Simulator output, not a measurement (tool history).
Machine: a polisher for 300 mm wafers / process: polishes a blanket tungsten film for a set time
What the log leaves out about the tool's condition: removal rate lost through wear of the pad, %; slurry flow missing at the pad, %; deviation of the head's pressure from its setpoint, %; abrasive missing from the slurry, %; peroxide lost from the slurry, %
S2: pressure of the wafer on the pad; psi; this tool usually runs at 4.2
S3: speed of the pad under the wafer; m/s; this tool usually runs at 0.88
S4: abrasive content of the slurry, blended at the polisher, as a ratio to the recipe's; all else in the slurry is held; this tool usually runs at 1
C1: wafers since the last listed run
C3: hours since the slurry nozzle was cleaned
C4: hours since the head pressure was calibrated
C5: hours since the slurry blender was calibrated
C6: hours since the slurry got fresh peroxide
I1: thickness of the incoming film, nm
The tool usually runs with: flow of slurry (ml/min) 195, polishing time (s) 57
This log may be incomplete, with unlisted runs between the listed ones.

run 1 hour=0 | flow_of_slurry_(ml/min)=195 S2=4.2 S3=0.88 S4=1 polishing_time_(s)=68 | C1=0 wafers_polished_on_this_pad=2486 C3=303 C4=236 C5=45.1 C6=145.9 | I1=749.8 | film_removed_(angstrom)=2530
-- hour=36.4 worn pad replaced by a new one
run 2 hour=65.8 | flow_of_slurry_(ml/min)=195 S2=4.2 S3=0.88 S4=1 polishing_time_(s)=68 | C1=515 wafers_polished_on_this_pad=245 C3=368.8 C4=301.8 C5=110.9 C6=211.7 | I1=754.3 | film_removed_(angstrom)=2459
run 3 hour=139 | flow_of_slurry_(ml/min)=195 S2=4.2 S3=0.98 S4=1 polishing_time_(s)=57 | C1=610 wafers_polished_on_this_pad=856 C3=442 C4=375 C5=184.1 C6=284.9 | I1=748.9 | film_removed_(angstrom)=2173
-- hour=150.5 slurry nozzle cleaned
-- hour=170 head pressure recalibrated
run 4 hour=180 | flow_of_slurry_(ml/min)=195 S2=4.2 S3=0.88 S4=1 polishing_time_(s)=57 | C1=317 wafers_polished_on_this_pad=1173 C3=29.5 C4=10 C5=225.1 C6=325.9 | I1=765.8 | film_removed_(angstrom)=2194
-- hour=230.2 slurry tank refilled with fresh slurry and peroxide
run 5 hour=282.3 | flow_of_slurry_(ml/min)=195 S2=4.2 S3=0.88 S4=1 polishing_time_(s)=57 | C1=845 wafers_polished_on_this_pad=2019 C3=131.8 C4=112.3 C5=327.4 C6=52.1 | I1=755.8 | film_removed_(angstrom)=2223
run 6 hour=329.7 | flow_of_slurry_(ml/min)=195 S2=4.2 S3=0.88 S4=1 polishing_time_(s)=57 | C1=395 wafers_polished_on_this_pad=2414 C3=179.2 C4=159.7 C5=374.8 C6=99.5 | I1=761.6 | film_removed_(angstrom)=2157
-- hour=353.6 slurry blender recalibrated
run 7 hour=400.6 | flow_of_slurry_(ml/min)=195 S2=4.2 S3=0.88 S4=1 polishing_time_(s)=57 | C1=575 wafers_polished_on_this_pad=2989 C3=250.1 C4=230.6 C5=47 C6=170.4 | I1=745.6 | film_removed_(angstrom)=2145
-- hour=409.4 worn pad replaced by a new one
run 8 hour=488 | flow_of_slurry_(ml/min)=195 S2=4.2 S3=0.88 S4=1 polishing_time_(s)=57 | C1=696 wafers_polished_on_this_pad=655 C3=337.5 C4=318 C5=134.4 C6=257.8 | I1=755.7 | film_removed_(angstrom)=2114
-- hour=508.7 slurry nozzle cleaned
-- hour=525.9 slurry tank refilled with fresh slurry and peroxide
run 9 hour=561.1 | flow_of_slurry_(ml/min)=195 S2=4.2 S3=0.88 S4=1 polishing_time_(s)=57 | C1=593 wafers_polished_on_this_pad=1249 C3=52.4 C4=391.1 C5=207.5 C6=35.2 | I1=761.8 | film_removed_(angstrom)=2190
-- hour=594.6 head pressure recalibrated
run 10 hour=655.4 | flow_of_slurry_(ml/min)=195 S2=4.2 S3=0.88 S4=1 polishing_time_(s)=57 | C1=770 wafers_polished_on_this_pad=2019 C3=146.7 C4=60.8 C5=301.8 C6=129.5 | I1=774.3 | film_removed_(angstrom)=2160
-- hour=712.8 worn pad replaced by a new one
run 11 hour=713.3 | flow_of_slurry_(ml/min)=195 S2=4.2 S3=0.88 S4=1 polishing_time_(s)=57 | C1=449 wafers_polished_on_this_pad=3 C3=204.6 C4=118.7 C5=359.7 C6=187.4 | I1=769.5 | film_removed_(angstrom)=2175
run 12 hour=766.5 | flow_of_slurry_(ml/min)=195 S2=5 S3=0.62 S4=1 polishing_time_(s)=72 | C1=443 wafers_polished_on_this_pad=447 C3=257.8 C4=171.9 C5=412.9 C6=240.6 | I1=756 | film_removed_(angstrom)=2554
-- hour=834 slurry blender recalibrated
run 13 hour=844.1 | flow_of_slurry_(ml/min)=195 S2=4.2 S3=0.88 S4=1 polishing_time_(s)=57 | C1=630 wafers_polished_on_this_pad=1078 C3=335.4 C4=249.5 C5=10.1 C6=318.2 | I1=763 | film_removed_(angstrom)=2080
-- hour=876.4 slurry nozzle cleaned
-- hour=910.6 slurry tank refilled with fresh slurry and peroxide
run 14 hour=917.8 | flow_of_slurry_(ml/min)=195 S2=5.4 S3=0.7 S4=1 polishing_time_(s)=57 | C1=598 wafers_polished_on_this_pad=1677 C3=41.4 C4=323.2 C5=83.8 C6=7.2 | I1=759.1 | film_removed_(angstrom)=2406
-- hour=1016.2 head pressure recalibrated
run 15 hour=1023.1 | flow_of_slurry_(ml/min)=195 S2=4.2 S3=0.88 S4=1.3 polishing_time_(s)=43 | C1=862 wafers_polished_on_this_pad=2539 C3=146.7 C4=6.9 C5=189.1 C6=112.5 | I1=750.8 | film_removed_(angstrom)=1733
-- hour=1072.9 worn pad replaced by a new one
run 16 hour=1119.2 | flow_of_slurry_(ml/min)=265 S2=5.3 S3=0.74 S4=1 polishing_time_(s)=75 | C1=768 wafers_polished_on_this_pad=386 C3=242.8 C4=103 C5=285.2 C6=208.6 | I1=761.4 | film_removed_(angstrom)=3332
-- hour=1208.3 slurry tank refilled with fresh slurry and peroxide
-- hour=1233.7 slurry nozzle cleaned
run 17 hour=1349.7 | flow_of_slurry_(ml/min)=195 S2=4.2 S3=0.88 S4=1 polishing_time_(s)=57 | C1=1907 wafers_polished_on_this_pad=2293 C3=116 C4=333.5 C5=515.7 C6=141.4 | I1=757.5 | film_removed_(angstrom)=2171
-- hour=1354.4 slurry blender recalibrated
-- hour=1397.6 worn pad replaced by a new one
run 18 hour=1409.9 | flow_of_slurry_(ml/min)=195 S2=4.2 S3=0.76 S4=1 polishing_time_(s)=57 | C1=452 wafers_polished_on_this_pad=102 C3=176.2 C4=393.7 C5=55.5 C6=201.6 | I1=753.8 | film_removed_(angstrom)=1963
run 19 hour=1455.5 | flow_of_slurry_(ml/min)=195 S2=4.2 S3=0.88 S4=1 polishing_time_(s)=57 | C1=380 wafers_polished_on_this_pad=482 C3=221.8 C4=439.3 C5=101.1 C6=247.2 | I1=760.3 | film_removed_(angstrom)=2181
-- hour=1475.5 head pressure recalibrated
run 20 hour=1514.4 | flow_of_slurry_(ml/min)=195 S2=4.2 S3=0.88 S4=1.2 polishing_time_(s)=62 | C1=474 wafers_polished_on_this_pad=957 C3=280.7 C4=38.9 C5=160 C6=306.1 | I1=771 | film_removed_(angstrom)=2419
-- hour=1547.5 slurry tank refilled with fresh slurry and peroxide
run 21 hour=1598.2 | flow_of_slurry_(ml/min)=195 S2=4.2 S3=0.88 S4=1 polishing_time_(s)=49 | C1=691 wafers_polished_on_this_pad=1648 C3=364.5 C4=122.7 C5=243.8 C6=50.7 | I1=769.4 | film_removed_(angstrom)=1819
run 22 hour=1678.3 | flow_of_slurry_(ml/min)=145 S2=4.2 S3=0.88 S4=1 polishing_time_(s)=39 | C1=668 wafers_polished_on_this_pad=2317 C3=444.6 C4=202.8 C5=323.9 C6=130.8 | I1=771.2 | film_removed_(angstrom)=1324

Table of differences, measured result less the result of that run with no hidden state. Run-to-run variation is the same in both. Gauge scatter possibly is not:
run=1 film_removed_(angstrom)=-77
run=2 film_removed_(angstrom)=-116
run=3 film_removed_(angstrom)=-167
run=4 film_removed_(angstrom)=-1
run=5 film_removed_(angstrom)=-10
run=6 film_removed_(angstrom)=-18
run=7 film_removed_(angstrom)=-35
run=8 film_removed_(angstrom)=-70
run=9 film_removed_(angstrom)=-8
run=10 film_removed_(angstrom)=-17
run=11 film_removed_(angstrom)=-30
run=12 film_removed_(angstrom)=-54
run=13 film_removed_(angstrom)=-77
run=14 film_removed_(angstrom)=-7
run=15 film_removed_(angstrom)=-13
run=16 film_removed_(angstrom)=-46
run=17 film_removed_(angstrom)=-10
run=18 film_removed_(angstrom)=-18
run=19 film_removed_(angstrom)=-30
run=20 film_removed_(angstrom)=-54
run=21 film_removed_(angstrom)=-76
run=22 film_removed_(angstrom)=-124

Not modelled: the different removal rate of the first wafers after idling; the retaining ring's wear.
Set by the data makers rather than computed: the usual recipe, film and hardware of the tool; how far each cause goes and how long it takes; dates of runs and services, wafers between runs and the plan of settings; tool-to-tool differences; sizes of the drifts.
